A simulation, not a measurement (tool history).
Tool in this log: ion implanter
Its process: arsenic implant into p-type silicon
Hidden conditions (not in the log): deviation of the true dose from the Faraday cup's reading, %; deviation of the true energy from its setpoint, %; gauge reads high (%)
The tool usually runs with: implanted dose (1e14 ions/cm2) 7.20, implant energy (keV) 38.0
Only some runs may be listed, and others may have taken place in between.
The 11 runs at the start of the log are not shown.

run	hour	implanted dose (1e14 ions/cm2)	implant energy (keV)	wafers since the last listed run	hours since the last dose calibration	hours since the extraction supply was calibrated	hours since the gauge calibration	read-back reference wafer on the same gauge, sheet resistance	sheet resistance of the implanted and annealed layer (ohm/square)
12	761.5	7.20	38.0	428	1249.6	2526.2	1648.5	156.04	141.27
13	806.5	7.20	38.0	759	1294.6	2571.2	1693.5	156.07	143.33
14	873.9	7.20	38.0	1137	1362.0	2638.6	1760.9	156.15	140.84
15	919.7	7.20	38.0	772	1407.8	2684.4	1806.7	156.00	141.47
16	978.5	7.20	38.0	992	1466.6	2743.2	1865.5	155.88	142.60
17	1018.1	7.20	38.0	668	1506.2	2782.8	1905.1	155.89	140.60
# hour 1080.3: extraction supply calibrated
18	1098.9	8.96	46.0	1228	1587.0	18.6	1985.9	156.13	117.46
19	1133.6	7.20	38.0	585	1621.7	53.3	2020.6	156.11	141.76
20	1193.8	8.80	42.5	1016	1681.9	113.5	2080.8	155.94	120.19
21	1255.2	7.20	38.0	1036	1743.3	174.9	2142.2	155.97	139.69
22	1315.7	5.69	38.0	1021	1803.8	235.4	2202.7	156.04	169.20
23	1348.7	7.20	38.0	556	1836.8	268.4	2235.7	156.07	143.78
24	1418.0	5.07	44.5	1169	1906.1	337.7	2305.0	156.05	179.15
25	1447.5	8.92	38.0	497	1935.6	367.2	2334.5	156.25	121.99
# hour 1517.7: gauge calibrated
# hour 1552.2: Faraday cup replaced and dose calibrated
26	1589.8	6.30	49.0	2266	37.6	509.5	72.1	155.96	151.54
27	1621.6	7.20	38.0	536	69.4	541.3	103.9	156.07	141.96
28	1748.3	9.07	42.5	2138	196.1	668.0	230.6	155.97	119.29
29	1784.4	5.61	43.0	609	232.2	704.1	266.7	156.10	167.48
30	1845.8	6.27	38.0	1036	293.6	765.5	328.1	155.82	157.23
31	1916.4	7.20	38.0	1191	364.2	836.1	398.7	155.97	142.99
32	1964.3	7.20	38.0	808	412.1	884.0	446.6	156.05	141.27
33	2012.5	7.92	43.0	813	460.3	932.2	494.8	155.99	129.37
34	2047.4	6.34	42.0	589	495.2	967.1	529.7	155.90	153.76
35	2077.7	7.20	38.0	511	525.5	997.4	560.0	156.07	142.16

5 ways to go on from here, each from the tool as it stands after run 35. What would each give?
A	2078.1	6.12	38.0	6	525.9	997.8	560.4	?	?
B	2078.1	7.20	28.5	6	525.9	997.8	560.4	?	?
C	2078.1	8.86	51.0	6	525.9	997.8	560.4	?	?
D	2078.1	8.25	45.0	6	525.9	997.8	560.4	?	?
E	2078.1	8.37	33.5	6	525.9	997.8	560.4	?	?

run	read-back reference wafer on the same gauge, sheet resistance	sheet resistance of the implanted and annealed layer (ohm/square)
A	156.10	159.92
B	156.10	147.51
C	156.10	116.31
D	156.10	124.84
E	156.10	129.14
With no hidden state in the tool, these same runs would have given:
run	sheet resistance of the implanted and annealed layer (ohm/square)
A	159.92
B	147.51
C	116.31
D	124.84
E	129.14
